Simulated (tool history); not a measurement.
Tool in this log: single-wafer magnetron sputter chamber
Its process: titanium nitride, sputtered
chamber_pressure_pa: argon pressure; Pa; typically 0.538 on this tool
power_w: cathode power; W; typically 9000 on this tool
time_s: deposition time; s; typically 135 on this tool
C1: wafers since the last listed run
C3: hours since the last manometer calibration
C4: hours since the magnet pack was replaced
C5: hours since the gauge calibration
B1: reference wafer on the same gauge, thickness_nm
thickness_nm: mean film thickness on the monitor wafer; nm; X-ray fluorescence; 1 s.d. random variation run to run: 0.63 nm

{"run": 1, "hour": 0.0, "chamber_pressure_pa": 0.538, "power_w": 9000, "time_s": 135, "C1": 0, "wafers on the sputter target": 4217, "C3": 767, "C4": 4642.2, "C5": 1218.6, "B1": 263.043, "thickness_nm": 221.084}
{"run": 2, "hour": 39.8, "chamber_pressure_pa": 0.538, "power_w": 9000, "time_s": 135, "C1": 306, "wafers on the sputter target": 4523, "C3": 806.8, "C4": 4682, "C5": 1258.4, "B1": 262.768, "thickness_nm": 220.506}
{"run": 3, "hour": 122.6, "chamber_pressure_pa": 0.538, "power_w": 9000, "time_s": 135, "C1": 636, "wafers on the sputter target": 5160, "C3": 889.6, "C4": 4764.8, "C5": 1341.2, "B1": 263.283, "thickness_nm": 221.345}
{"run": 4, "hour": 188.0, "chamber_pressure_pa": 0.538, "power_w": 9000, "time_s": 135, "C1": 503, "wafers on the sputter target": 5663, "C3": 955, "C4": 4830.2, "C5": 1406.6, "B1": 262.92, "thickness_nm": 220.17}
{"run": 5, "hour": 255.3, "chamber_pressure_pa": 0.538, "power_w": 9000, "time_s": 135, "C1": 517, "wafers on the sputter target": 6181, "C3": 1022.3, "C4": 4897.5, "C5": 1473.9, "B1": 262.946, "thickness_nm": 220.556}
{"hour": 281.7, "done": "sputter target and shields replaced"}
{"run": 6, "hour": 337.6, "chamber_pressure_pa": 0.446, "power_w": 9000, "time_s": 135, "C1": 571, "wafers on the sputter target": 430, "C3": 1104.6, "C4": 4979.8, "C5": 1556.2, "B1": 262.852, "thickness_nm": 225.599}
{"run": 7, "hour": 387.9, "chamber_pressure_pa": 0.446, "power_w": 9000, "time_s": 135, "C1": 386, "wafers on the sputter target": 816, "C3": 1154.9, "C4": 5030.1, "C5": 1606.5, "B1": 263.127, "thickness_nm": 224.781}
{"hour": 415.3, "done": "capacitance manometer re-zeroed and calibrated"}
{"run": 8, "hour": 454.8, "chamber_pressure_pa": 0.538, "power_w": 9000, "time_s": 135, "C1": 453, "wafers on the sputter target": 1270, "C3": 39.5, "C4": 5097, "C5": 1673.4, "B1": 262.817, "thickness_nm": 220.858}
{"run": 9, "hour": 492.5, "chamber_pressure_pa": 0.538, "power_w": 9000, "time_s": 135, "C1": 289, "wafers on the sputter target": 1560, "C3": 77.2, "C4": 5134.7, "C5": 1711.1, "B1": 262.866, "thickness_nm": 219.765}
{"run": 10, "hour": 569.3, "chamber_pressure_pa": 0.538, "power_w": 9000, "time_s": 135, "C1": 590, "wafers on the sputter target": 2150, "C3": 154, "C4": 5211.5, "C5": 1787.9, "B1": 262.503, "thickness_nm": 220.018}
{"run": 11, "hour": 672.5, "chamber_pressure_pa": 0.628, "power_w": 9000, "time_s": 147, "C1": 793, "wafers on the sputter target": 2944, "C3": 257.2, "C4": 5314.7, "C5": 1891.1, "B1": 262.707, "thickness_nm": 235.108}
{"run": 12, "hour": 766.5, "chamber_pressure_pa": 0.628, "power_w": 9000, "time_s": 147, "C1": 723, "wafers on the sputter target": 3667, "C3": 351.2, "C4": 5408.7, "C5": 1985.1, "B1": 263.12, "thickness_nm": 234.795}
{"run": 13, "hour": 859.3, "chamber_pressure_pa": 0.628, "power_w": 9000, "time_s": 147, "C1": 713, "wafers on the sputter target": 4381, "C3": 444, "C4": 5501.5, "C5": 2077.9, "B1": 263.24, "thickness_nm": 233.493}
{"run": 14, "hour": 952.6, "chamber_pressure_pa": 0.538, "power_w": 9000, "time_s": 144, "C1": 717, "wafers on the sputter target": 5099, "C3": 537.3, "C4": 5594.8, "C5": 2171.2, "B1": 262.821, "thickness_nm": 234.784}
{"run": 15, "hour": 1003.9, "chamber_pressure_pa": 0.538, "power_w": 10150, "time_s": 155, "C1": 394, "wafers on the sputter target": 5493, "C3": 588.6, "C4": 5646.1, "C5": 2222.5, "B1": 263.13, "thickness_nm": 285.641}
{"run": 16, "hour": 1064.6, "chamber_pressure_pa": 0.538, "power_w": 9000, "time_s": 135, "C1": 466, "wafers on the sputter target": 5960, "C3": 649.3, "C4": 5706.8, "C5": 2283.2, "B1": 263.263, "thickness_nm": 220.188}
{"hour": 1173.2, "done": "gauge calibrated"}
{"run": 17, "hour": 1220.7, "chamber_pressure_pa": 0.538, "power_w": 9000, "time_s": 153, "C1": 1200, "wafers on the sputter target": 7161, "C3": 805.4, "C4": 5862.9, "C5": 47.5, "B1": 262.927, "thickness_nm": 249.868}
{"hour": 1253.7, "done": "sputter target and shields replaced"}
{"hour": 1314.0, "done": "magnet pack replaced"}
{"run": 18, "hour": 1479.6, "chamber_pressure_pa": 0.323, "power_w": 7200, "time_s": 126, "C1": 1868, "wafers on the sputter target": 1676, "C3": 1064.3, "C4": 165.6, "C5": 306.4, "B1": 262.966, "thickness_nm": 173.866}
{"run": 19, "hour": 1549.8, "chamber_pressure_pa": 0.609, "power_w": 10850, "time_s": 135, "C1": 539, "wafers on the sputter target": 2216, "C3": 1134.5, "C4": 235.8, "C5": 376.6, "B1": 263.153, "thickness_nm": 262.085}
{"hour": 1587.0, "done": "capacitance manometer re-zeroed and calibrated"}
{"run": 20, "hour": 1656.5, "chamber_pressure_pa": 0.538, "power_w": 11150, "time_s": 135, "C1": 759, "wafers on the sputter target": 2975, "C3": 69.5, "C4": 342.5, "C5": 483.3, "B1": 263.161, "thickness_nm": 273.59}
{"run": 21, "hour": 1793.5, "chamber_pressure_pa": 0.538, "power_w": 10300, "time_s": 135, "C1": 1053, "wafers on the sputter target": 4029, "C3": 206.5, "C4": 479.5, "C5": 620.3, "B1": 262.99, "thickness_nm": 253.459}
{"run": 22, "hour": 1899.7, "chamber_pressure_pa": 0.707, "power_w": 7150, "time_s": 135, "C1": 816, "wafers on the sputter target": 4846, "C3": 312.7, "C4": 585.7, "C5": 726.5, "B1": 263.059, "thickness_nm": 167.533}
{"run": 23, "hour": 1947.5, "chamber_pressure_pa": 0.538, "power_w": 10300, "time_s": 135, "C1": 367, "wafers on the sputter target": 5213, "C3": 360.5, "C4": 633.5, "C5": 774.3, "B1": 263.372, "thickness_nm": 252.605}
{"run": 24, "hour": 1984.1, "chamber_pressure_pa": 0.538, "power_w": 9000, "time_s": 135, "C1": 281, "wafers on the sputter target": 5495, "C3": 397.1, "C4": 670.1, "C5": 810.9, "B1": 263.274, "thickness_nm": 220.69}
{"run": 25, "hour": 2027.0, "chamber_pressure_pa": 0.41, "power_w": 7200, "time_s": 135, "C1": 329, "wafers on the sputter target": 5825, "C3": 440, "C4": 713, "C5": 853.8, "B1": 263.167, "thickness_nm": 181.816}
{"hour": 2072.0, "done": "sputter target and shields replaced"}
{"run": 26, "hour": 2124.9, "chamber_pressure_pa": 0.538, "power_w": 11000, "time_s": 125, "C1": 691, "wafers on the sputter target": 406, "C3": 537.9, "C4": 810.9, "C5": 951.7, "B1": 263.011, "thickness_nm": 250.072}
{"run": 27, "hour": 2220.7, "chamber_pressure_pa": 0.538, "power_w": 9000, "time_s": 135, "C1": 736, "wafers on the sputter target": 1143, "C3": 633.7, "C4": 906.7, "C5": 1047.5, "B1": 263.048, "thickness_nm": 219.4}
{"run": 28, "hour": 2272.4, "chamber_pressure_pa": 0.538, "power_w": 10600, "time_s": 148, "C1": 397, "wafers on the sputter target": 1541, "C3": 685.4, "C4": 958.4, "C5": 1099.2, "B1": 263.096, "thickness_nm": 284.889}

What if the next run were any one of these 3? Each begins from the tool's condition after run 28:
{"run": "A", "hour": 2272.8, "chamber_pressure_pa": 0.538, "power_w": 9000, "time_s": 135, "C1": 3, "wafers on the sputter target": 1544, "C3": 685.8, "C4": 958.8, "C5": 1099.6, "B1": "?", "thickness_nm": "?"}
{"run": "B", "hour": 2272.8, "chamber_pressure_pa": 0.661, "power_w": 9850, "time_s": 122, "C1": 3, "wafers on the sputter target": 1544, "C3": 685.8, "C4": 958.8, "C5": 1099.6, "B1": "?", "thickness_nm": "?"}
{"run": "C", "hour": 2272.8, "chamber_pressure_pa": 0.396, "power_w": 7300, "time_s": 151, "C1": 3, "wafers on the sputter target": 1544, "C3": 685.8, "C4": 958.8, "C5": 1099.6, "B1": "?", "thickness_nm": "?"}

run=A B1=263.156 thickness_nm=219.946
run=B B1=263.156 thickness_nm=210.829
run=C B1=263.156 thickness_nm=206.99
What these runs would have given with no unlogged condition in the tool:
run=A thickness_nm=219.946
run=B thickness_nm=210.829
run=C thickness_nm=206.99
